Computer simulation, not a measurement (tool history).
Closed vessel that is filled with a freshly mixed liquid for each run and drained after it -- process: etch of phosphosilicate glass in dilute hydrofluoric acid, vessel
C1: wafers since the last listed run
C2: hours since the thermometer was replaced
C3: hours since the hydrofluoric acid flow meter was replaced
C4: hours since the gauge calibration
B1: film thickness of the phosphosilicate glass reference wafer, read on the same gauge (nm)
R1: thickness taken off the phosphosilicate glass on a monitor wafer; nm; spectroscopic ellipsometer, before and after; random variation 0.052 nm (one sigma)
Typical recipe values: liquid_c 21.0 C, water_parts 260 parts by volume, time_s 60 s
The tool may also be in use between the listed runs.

Run 1, hour 0.0: usual settings; C1 0; C2 1035.1; C3 600.5; C4 563.0; B1 100.02. Result: R1 14.64 nm.
Run 2, hour 73.7: usual settings; C1 7176; C2 1108.8; C3 674.2; C4 636.7; B1 99.98. Result: R1 14.59 nm.
Run 3, hour 146.1: usual settings but time_s 40 s; C1 7050; C2 1181.2; C3 746.6; C4 709.1; B1 99.97. Result: R1 9.76 nm.
Run 4, hour 186.1: usual settings but time_s 40 s; C1 3895; C2 1221.2; C3 786.6; C4 749.1; B1 99.97. Result: R1 9.70 nm.
Run 5, hour 233.6: usual settings but water_parts 230 parts by volume; C1 4625; C2 1268.7; C3 834.1; C4 796.6; B1 99.99. Result: R1 16.95 nm.
Run 6, hour 293.9: usual settings but water_parts 230 parts by volume; C1 5871; C2 1329.0; C3 894.4; C4 856.9; B1 99.99. Result: R1 17.00 nm.
Run 7, hour 349.3: usual settings but water_parts 230 parts by volume; C1 5394; C2 1384.4; C3 949.8; C4 912.3; B1 100.01. Result: R1 16.94 nm.
Run 8, hour 483.7: usual settings; C1 13087; C2 1518.8; C3 1084.2; C4 1046.7; B1 99.98. Result: R1 14.49 nm.
At hour 494.8: hydrofluoric acid flow meter replaced.
At hour 564.0: gauge calibrated.
Run 9, hour 576.4: usual settings; C1 8929; C2 1611.5; C3 81.6; C4 12.4; B1 100.03. Result: R1 14.61 nm.
Run 10, hour 628.8: usual settings but water_parts 305 parts by volume, time_s 35 s; C1 5102; C2 1663.9; C3 134.0; C4 64.8; B1 100.00. Result: R1 6.93 nm.
Run 11, hour 679.6: usual settings but water_parts 180 parts by volume, time_s 75 s; C1 4946; C2 1714.7; C3 184.8; C4 115.6; B1 99.99. Result: R1 28.45 nm.
Run 12, hour 756.3: usual settings; C1 7468; C2 1791.4; C3 261.5; C4 192.3; B1 99.99. Result: R1 14.57 nm.
Run 13, hour 821.6: usual settings but liquid_c 17.0 C, water_parts 295 parts by volume, time_s 70 s; C1 6358; C2 1856.7; C3 326.8; C4 257.6; B1 100.02. Result: R1 12.48 nm.
At hour 861.5: thermometer replaced.
Run 14, hour 894.8: usual settings but liquid_c 25.0 C, water_parts 355 parts by volume, time_s 90 s; C1 7030; C2 33.3; C3 400.0; C4 330.8; B1 99.99. Result: R1 16.92 nm.
Run 15, hour 1015.3: usual settings but water_parts 135 parts by volume; C1 11733; C2 153.8; C3 520.5; C4 451.3; B1 99.98. Result: R1 31.96 nm.
Run 16, hour 1120.0: usual settings but water_parts 380 parts by volume; C1 10195; C2 258.5; C3 625.2; C4 556.0; B1 100.03. Result: R1 9.00 nm.
Run 17, hour 1210.4: usual settings; C1 8802; C2 348.9; C3 715.6; C4 646.4; B1 99.99. Result: R1 14.62 nm.
Run 18, hour 1270.3: usual settings but liquid_c 19.5 C, time_s 40 s; C1 5832; C2 408.8; C3 775.5; C4 706.3; B1 99.99. Result: R1 9.12 nm.

The tool's hidden state at each run:
liquid hotter than its thermometer reads (K): 0 at every run
hydrofluoric acid flow above the setpoint (%): 0 at every run
gauge reads high (%): 0 at every run
